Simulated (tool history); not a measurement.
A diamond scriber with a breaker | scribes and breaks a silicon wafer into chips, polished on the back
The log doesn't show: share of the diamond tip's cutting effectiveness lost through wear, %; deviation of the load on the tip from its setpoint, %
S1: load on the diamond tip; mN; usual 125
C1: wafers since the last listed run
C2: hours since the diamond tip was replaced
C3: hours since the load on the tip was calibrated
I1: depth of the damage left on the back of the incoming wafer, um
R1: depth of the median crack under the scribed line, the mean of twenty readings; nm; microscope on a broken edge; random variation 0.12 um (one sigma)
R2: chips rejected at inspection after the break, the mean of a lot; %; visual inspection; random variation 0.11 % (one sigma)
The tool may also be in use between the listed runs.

{"run": 1, "hour": 0.0, "S1": 106, "C1": 0, "C2": 582.7, "C3": 928.0, "I1": 0.03, "R1": 8820, "R2": 23.77}
{"run": 2, "hour": 9.5, "S1": 125, "C1": 45, "C2": 592.2, "C3": 937.5, "I1": 0.03, "R1": 10210, "R2": 8.15}
{"run": 3, "hour": 22.3, "S1": 125, "C1": 61, "C2": 605.0, "C3": 950.3, "I1": 0.01, "R1": 10230, "R2": 7.5}
{"run": 4, "hour": 35.5, "S1": 125, "C1": 63, "C2": 618.2, "C3": 963.5, "I1": 0.04, "R1": 10190, "R2": 8.35}
{"run": 5, "hour": 44.8, "S1": 125, "C1": 44, "C2": 627.5, "C3": 972.8, "I1": 0.04, "R1": 10100, "R2": 8.32}
{"run": 6, "hour": 59.2, "S1": 125, "C1": 69, "C2": 641.9, "C3": 987.2, "I1": 0.02, "R1": 10000, "R2": 8.08}
{"run": 7, "hour": 73.9, "S1": 104, "C1": 70, "C2": 656.6, "C3": 1001.9, "I1": 0.03, "R1": 8510, "R2": 31.22}
{"run": 8, "hour": 88.5, "S1": 98, "C1": 70, "C2": 671.2, "C3": 1016.5, "I1": 0.02, "R1": 7970, "R2": 37.06}
{"run": 9, "hour": 98.0, "S1": 125, "C1": 45, "C2": 680.7, "C3": 1026.0, "I1": 0.04, "R1": 10240, "R2": 7.89}
{"run": 10, "hour": 117.4, "S1": 125, "C1": 93, "C2": 700.1, "C3": 1045.4, "I1": 0.04, "R1": 9960, "R2": 9.05}
{"run": 11, "hour": 127.7, "S1": 147, "C1": 49, "C2": 710.4, "C3": 1055.7, "I1": 0.02, "R1": 11460, "R2": 1.99}
{"run": 12, "hour": 139.5, "S1": 145, "C1": 56, "C2": 722.2, "C3": 1067.5, "I1": 0.01, "R1": 11280, "R2": 2.09}
{"run": 13, "hour": 149.7, "S1": 145, "C1": 49, "C2": 732.4, "C3": 1077.7, "I1": 0.02, "R1": 11170, "R2": 2.84}
{"hour": 155.4, "done": "diamond tip replaced by a new one"}
{"run": 14, "hour": 167.7, "S1": 145, "C1": 77, "C2": 12.3, "C3": 1095.7, "I1": 0.04, "R1": 13470, "R2": 5.44}
{"run": 15, "hour": 181.0, "S1": 125, "C1": 64, "C2": 25.6, "C3": 1109.0, "I1": 0.04, "R1": 11850, "R2": 1.39}
{"run": 16, "hour": 197.5, "S1": 125, "C1": 79, "C2": 42.1, "C3": 1125.5, "I1": 0.02, "R1": 11640, "R2": 1.65}
{"run": 17, "hour": 205.6, "S1": 125, "C1": 39, "C2": 50.2, "C3": 1133.6, "I1": 0.04, "R1": 11510, "R2": 1.77}
{"run": 18, "hour": 215.0, "S1": 152, "C1": 45, "C2": 59.6, "C3": 1143.0, "I1": 0.04, "R1": 14130, "R2": 7.83}
{"run": 19, "hour": 224.1, "S1": 125, "C1": 43, "C2": 68.7, "C3": 1152.1, "I1": 0.03, "R1": 11850, "R2": 1.66}
{"run": 20, "hour": 241.9, "S1": 155, "C1": 85, "C2": 86.5, "C3": 1169.9, "I1": 0.01, "R1": 14240, "R2": 8.69}
{"run": 21, "hour": 252.2, "S1": 159, "C1": 49, "C2": 96.8, "C3": 1180.2, "I1": 0.02, "R1": 14220, "R2": 11.31}
{"run": 22, "hour": 267.9, "S1": 87, "C1": 75, "C2": 112.5, "C3": 1195.9, "I1": 0.03, "R1": 8260, "R2": 32.11}
{"run": 23, "hour": 284.7, "S1": 125, "C1": 81, "C2": 129.3, "C3": 1212.7, "I1": 0.02, "R1": 11600, "R2": 1.68}
{"run": 24, "hour": 290.9, "S1": 146, "C1": 29, "C2": 135.5, "C3": 1218.9, "I1": 0.02, "R1": 13010, "R2": 4.11}
{"run": 25, "hour": 344.8, "S1": 96, "C1": 259, "C2": 189.4, "C3": 1272.8, "I1": 0.03, "R1": 8920, "R2": 22.97}
{"run": 26, "hour": 355.9, "S1": 90, "C1": 53, "C2": 200.5, "C3": 1283.9, "I1": 0.05, "R1": 8330, "R2": 29.44}
{"run": 27, "hour": 370.0, "S1": 103, "C1": 68, "C2": 214.6, "C3": 1298.0, "I1": 0.04, "R1": 9450, "R2": 12.5}
{"run": 28, "hour": 379.3, "S1": 125, "C1": 44, "C2": 223.9, "C3": 1307.3, "I1": 0.02, "R1": 11450, "R2": 2.2}
{"run": 29, "hour": 385.4, "S1": 125, "C1": 29, "C2": 230.0, "C3": 1313.4, "I1": 0.01, "R1": 11240, "R2": 2.27}
{"run": 30, "hour": 392.6, "S1": 153, "C1": 34, "C2": 237.2, "C3": 1320.6, "I1": 0.02, "R1": 13620, "R2": 5.81}
{"run": 31, "hour": 409.6, "S1": 99, "C1": 81, "C2": 254.2, "C3": 1337.6, "I1": 0.05, "R1": 9240, "R2": 19.6}
{"run": 32, "hour": 425.2, "S1": 108, "C1": 75, "C2": 269.8, "C3": 1353.2, "I1": 0.02, "R1": 9900, "R2": 10.24}
{"hour": 431.1, "done": "load on the tip recalibrated"}
{"run": 33, "hour": 439.6, "S1": 156, "C1": 59, "C2": 284.2, "C3": 8.5, "I1": 0.02, "R1": 13250, "R2": 6.55}
{"run": 34, "hour": 451.7, "S1": 101, "C1": 58, "C2": 296.3, "C3": 20.6, "I1": 0.02, "R1": 9270, "R2": 17.13}
{"run": 35, "hour": 465.5, "S1": 112, "C1": 66, "C2": 310.1, "C3": 34.4, "I1": 0.02, "R1": 10110, "R2": 8.51}
{"run": 36, "hour": 473.0, "S1": 142, "C1": 36, "C2": 317.6, "C3": 41.9, "I1": 0.03, "R1": 12570, "R2": 2.1}
{"run": 37, "hour": 486.8, "S1": 158, "C1": 66, "C2": 331.4, "C3": 55.7, "I1": 0.05, "R1": 13570, "R2": 6.71}
{"run": 38, "hour": 496.0, "S1": 125, "C1": 44, "C2": 340.6, "C3": 64.9, "I1": 0.05, "R1": 11100, "R2": 2.92}
{"run": 39, "hour": 503.5, "S1": 138, "C1": 36, "C2": 348.1, "C3": 72.4, "I1": 0.01, "R1": 12230, "R2": 1.71}
{"run": 40, "hour": 516.7, "S1": 162, "C1": 63, "C2": 361.3, "C3": 85.6, "I1": 0.02, "R1": 13880, "R2": 7.06}
{"run": 41, "hour": 528.6, "S1": 138, "C1": 57, "C2": 373.2, "C3": 97.5, "I1": 0.03, "R1": 11850, "R2": 1.65}
{"run": 42, "hour": 542.3, "S1": 125, "C1": 66, "C2": 386.9, "C3": 111.2, "I1": 0.04, "R1": 11040, "R2": 3.42}
{"run": 43, "hour": 554.2, "S1": 125, "C1": 57, "C2": 398.8, "C3": 123.1, "I1": 0.03, "R1": 11100, "R2": 3.47}

Forecast each of these 3 alternatives for the next run:
{"run": "A", "hour": 554.7, "S1": 125, "C1": 2, "C2": 399.3, "C3": 123.6, "I1": 0.02, "R1": "?", "R2": "?"}
{"run": "B", "hour": 554.7, "S1": 92, "C1": 2, "C2": 399.3, "C3": 123.6, "I1": 0.02, "R1": "?", "R2": "?"}
{"run": "C", "hour": 554.7, "S1": 95, "C1": 2, "C2": 399.3, "C3": 123.6, "I1": 0.02, "R1": "?", "R2": "?"}

run=A R1=10860 R2=3.83
run=B R1=8120 R2=37.00
run=C R1=8390 R2=32.02
Without the tool's hidden state the same runs would have given:
run=A R1=11780 R2=1.85
run=B R1=8810 R2=24.88
run=C R1=9100 R2=20.47

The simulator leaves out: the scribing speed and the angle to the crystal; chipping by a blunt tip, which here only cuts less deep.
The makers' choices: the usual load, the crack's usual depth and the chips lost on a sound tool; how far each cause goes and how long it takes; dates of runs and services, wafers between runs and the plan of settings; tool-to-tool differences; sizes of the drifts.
